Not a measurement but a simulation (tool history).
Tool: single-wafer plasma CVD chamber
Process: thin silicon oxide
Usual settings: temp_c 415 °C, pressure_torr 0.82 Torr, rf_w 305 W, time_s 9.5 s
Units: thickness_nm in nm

run,hour,temp_c,pressure_torr,rf_w,time_s,wafers since the last listed run,hours since the last thermocouple change,hours since the last RF generator calibration,hours since the last manometer calibration,hours since the showerhead was replaced,hours since the gauge calibration,"read-back reference wafer on the same gauge, thickness_nm",thickness_nm
1,0,410,0.82,305,9.5,0,2682,2254,1053.3,7710.8,538.2,14.683,16.758
2,22.1,410,0.82,305,9.5,882,2704.1,2276.1,1075.4,7732.9,560.3,14.706,16.815
3,56.6,410,0.82,305,9.5,1377,2738.6,2310.6,1109.9,7767.4,594.8,14.705,16.801
4,74.2,415,0.82,305,9.5,702,2756.2,2328.2,1127.5,7785,612.4,14.693,16.775
5,105.4,415,0.82,305,9.5,1245,2787.4,2359.4,1158.7,7816.2,643.6,14.694,16.805
6,189.2,415,0.82,305,9.5,3345,2871.2,2443.2,1242.5,7900,727.4,14.693,16.919
7,281.5,415,0.82,305,9.5,3685,2963.5,2535.5,1334.8,7992.3,819.7,14.712,16.94
# hour 301.1: RF generator calibrated
8,301.6,415,0.82,330,9.5,483,2983.6,0.5,1354.9,8012.4,839.8,14.691,18.311
# hour 311: gauge calibrated
9,315.9,415,0.82,305,9.98,570,2997.9,14.8,1369.2,8026.7,4.9,14.711,18.508
10,334.7,415,0.82,305,9.5,750,3016.7,33.6,1388,8045.5,23.7,14.7,17.675
11,363.2,415,0.82,305,9.5,1137,3045.2,62.1,1416.5,8074,52.2,14.699,17.761
# hour 378.9: thermocouple changed; heater temperature recalibrated
# hour 393.1: showerhead replaced
12,393.6,415,0.82,305,9.5,574,14.7,92.5,1446.9,0.5,82.6,14.713,17.792
13,423.2,415,0.82,305,9.5,1181,44.3,122.1,1476.5,30.1,112.2,14.705,17.726
14,443.4,415,0.82,305,9.5,806,64.5,142.3,1496.7,50.3,132.4,14.685,17.65
15,456.3,415,0.82,305,9.5,515,77.4,155.2,1509.6,63.2,145.3,14.706,17.762
16,491.5,420,1.002,305,10.88,1405,112.6,190.4,1544.8,98.4,180.5,14.701,23.685
17,506,415,0.981,305,10.07,578,127.1,204.9,1559.3,112.9,195,14.716,21.78
# hour 522.5: capacitance manometer re-zeroed and calibrated
18,531.3,428,0.82,305,9.5,690,152.4,230.2,8.8,138.2,220.3,14.704,16.407
19,547,415,0.82,305,9.5,626,168.1,245.9,24.5,153.9,236,14.71,16.617
20,574.5,415,0.82,305,9.5,1097,195.6,273.4,52,181.4,263.5,14.709,16.586
21,590.3,415,0.745,330,8.46,630,211.4,289.2,67.8,197.2,279.3,14.701,13.789
22,619.1,410,0.82,250,9.5,1149,240.2,318,96.6,226,308.1,14.702,15.045
23,654.7,415,0.82,305,10.52,1421,275.8,353.6,132.2,261.6,343.7,14.707,18.335
24,684.5,429,0.82,305,9.5,1189,305.6,383.4,162,291.4,373.5,14.712,16.292
25,700.9,405,0.82,330,9.5,654,322,399.8,178.4,307.8,389.9,14.703,17.172
26,713.6,415,0.82,305,11.02,507,334.7,412.5,191.1,320.5,402.6,14.706,19.177
27,748.1,415,0.82,340,10.94,1377,369.2,447,225.6,355,437.1,14.706,19.941
28,764.5,415,0.752,305,10.86,654,385.6,463.4,242,371.4,453.5,14.689,17.168
29,791.1,415,0.82,285,11.25,1062,412.2,490,268.6,398,480.1,14.705,18.937
30,816.6,404,1.009,250,11.22,1018,437.7,515.5,294.1,423.5,505.6,14.696,21.212

How the hidden state differs across the entries between the runs, from the last listed run before each to the first after it:
Between runs 7 and 8: RF generator calibrated (hour 301.1)
  delivered RF power above the setpoint (%): -8.84 -> -0.125; true pressure above the setpoint (%): 4.97 -> 5.1
  measured less the result without the state, thickness_nm: +0.024 -> +0.803 nm
Between runs 8 and 9: gauge calibrated (hour 311)
  delivered RF power above the setpoint (%): -0.125 -> -0.275; true pressure above the setpoint (%): 5.1 -> 5.2
  measured less the result without the state, thickness_nm: +0.803 -> +0.816 nm
Between runs 11 and 12: thermocouple changed; heater temperature recalibrated (hour 378.9); showerhead replaced (hour 393.1)
  delivered RF power above the setpoint (%): -0.753 -> -1.05; true pressure above the setpoint (%): 5.53 -> 5.75
  measured less the result without the state, thickness_nm: +0.795 -> +0.805 nm
Between runs 17 and 18: capacitance manometer re-zeroed and calibrated (hour 522.5)
  delivered RF power above the setpoint (%): -2.03 -> -2.24; true pressure above the setpoint (%): 6.61 -> -0.784
  measured less the result without the state, thickness_nm: +0.77 -> -0.303 nm
